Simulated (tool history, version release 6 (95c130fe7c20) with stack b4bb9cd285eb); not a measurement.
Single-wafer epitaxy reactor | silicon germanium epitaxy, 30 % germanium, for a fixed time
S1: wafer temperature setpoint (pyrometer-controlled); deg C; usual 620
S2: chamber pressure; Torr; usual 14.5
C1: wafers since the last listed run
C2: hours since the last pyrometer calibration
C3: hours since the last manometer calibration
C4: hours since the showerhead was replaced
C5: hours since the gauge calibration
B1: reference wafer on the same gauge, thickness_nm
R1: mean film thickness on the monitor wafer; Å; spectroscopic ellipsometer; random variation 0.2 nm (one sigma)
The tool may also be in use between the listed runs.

run    hour   S1    S2    C1      C2      C3      C4      C5      B1       R1
  1     0.0  620  14.5     0   441.0  1323.8  2926.9   397.3  78.933   749.19
  2    35.5  620  14.5   405   476.5  1359.3  2962.4   432.8  78.928   751.35
  3    95.5  620  14.5   685   536.5  1419.3  3022.4   492.8  79.020   746.98
  4   148.1  620  14.5   600   589.1  1471.9  3075.0   545.4  79.104   751.53
  5   214.9  620  16.4   762   655.9  1538.7  3141.8   612.2  79.235   778.26
  6   252.1  620  16.4   424   693.1  1575.9  3179.0   649.4  79.276   777.88
  7   296.7  620  14.5   509   737.7  1620.5  3223.6   694.0  79.374   749.58
  8   337.2  620  14.5   462   778.2  1661.0  3264.1   734.5  79.367   752.80
  9   373.5  620  14.5   414   814.5  1697.3  3300.4   770.8  79.452   752.23
 10   444.1  611  14.5   806   885.1  1767.9  3371.0   841.4  79.586   630.73
 11   499.2  611  14.5   629   940.2  1823.0  3426.1   896.5  79.604   626.80
 12   557.9  620  12.4   670   998.9  1881.7  3484.8   955.2  79.531   718.90
 13   603.6  620  14.5   521  1044.6  1927.4  3530.5  1000.9  79.691   752.03
 14   652.6  620  14.5   559  1093.6  1976.4  3579.5  1049.9  79.609   753.60
 15   703.8  606  17.7   584  1144.8  2027.6  3630.7  1101.1  79.733   603.48
      712.6  -- showerhead replaced
 16   733.6  620  12.4   248  1174.6  2057.4    21.0  1130.9  79.665   726.34
      762.3  -- pyrometer calibrated
 17   763.0  620  14.5   244     0.7  2086.8    50.4  1160.3  79.699   753.06
      782.9  -- capacitance manometer re-zeroed and calibrated
 18   794.5  620  14.5   268    32.2    11.6    81.9  1191.8  79.657   753.66
 19   883.5  620  15.9  1016   121.2   100.6   170.9  1280.8  79.694   775.27
 20   946.7  620  14.5   721   184.4   163.8   234.1  1344.0  79.786   754.75
      988.1  -- gauge calibrated
 21   989.5  634  16.8   488   227.2   206.6   276.9     1.4  77.448  1007.86
 22  1023.2  611  16.0   384   260.9   240.3   310.6    35.1  77.618   634.04
 23  1088.2  634  12.5   742   325.9   305.3   375.6   100.1  77.945   928.39
 24  1127.2  634  11.2   445   364.9   344.3   414.6   139.1  78.086   905.73
 25  1175.3  607  12.1   549   413.0   392.4   462.7   187.2  78.304   541.24
 26  1230.1  627  12.8   625   467.8   447.2   517.5   242.0  78.498   823.58
 27  1294.9  626  13.6   739   532.6   512.0   582.3   306.8  78.620   825.60
 28  1343.9  620  14.5   559   581.6   561.0   631.3   355.8  78.771   747.07
 29  1373.4  615  17.4   336   611.1   590.5   660.8   385.3  78.891   712.14

What the log doesn't show, run by run:
wafer temperature above the value expected at the setpoint (K): 0 in every run
true pressure above the setpoint (%): 0 in every run
H1: gauge reads high (%)
run     H1
  1   2.09
  2   2.19
  3   2.33
  4   2.44
  5   2.56
  6   2.62
  7   2.69
  8   2.74
  9   2.79
 10   2.86
 11   2.91
 12   2.96
 13   2.99
 14   3.02
 15   3.05
 16   3.06
 17   3.08
 18   3.09
 19   3.12
 20   3.14
 21  0.204
 22  0.441
 23  0.846
 24   1.06
 25    1.3
 26   1.54
 27   1.79
 28   1.95
 29   2.04

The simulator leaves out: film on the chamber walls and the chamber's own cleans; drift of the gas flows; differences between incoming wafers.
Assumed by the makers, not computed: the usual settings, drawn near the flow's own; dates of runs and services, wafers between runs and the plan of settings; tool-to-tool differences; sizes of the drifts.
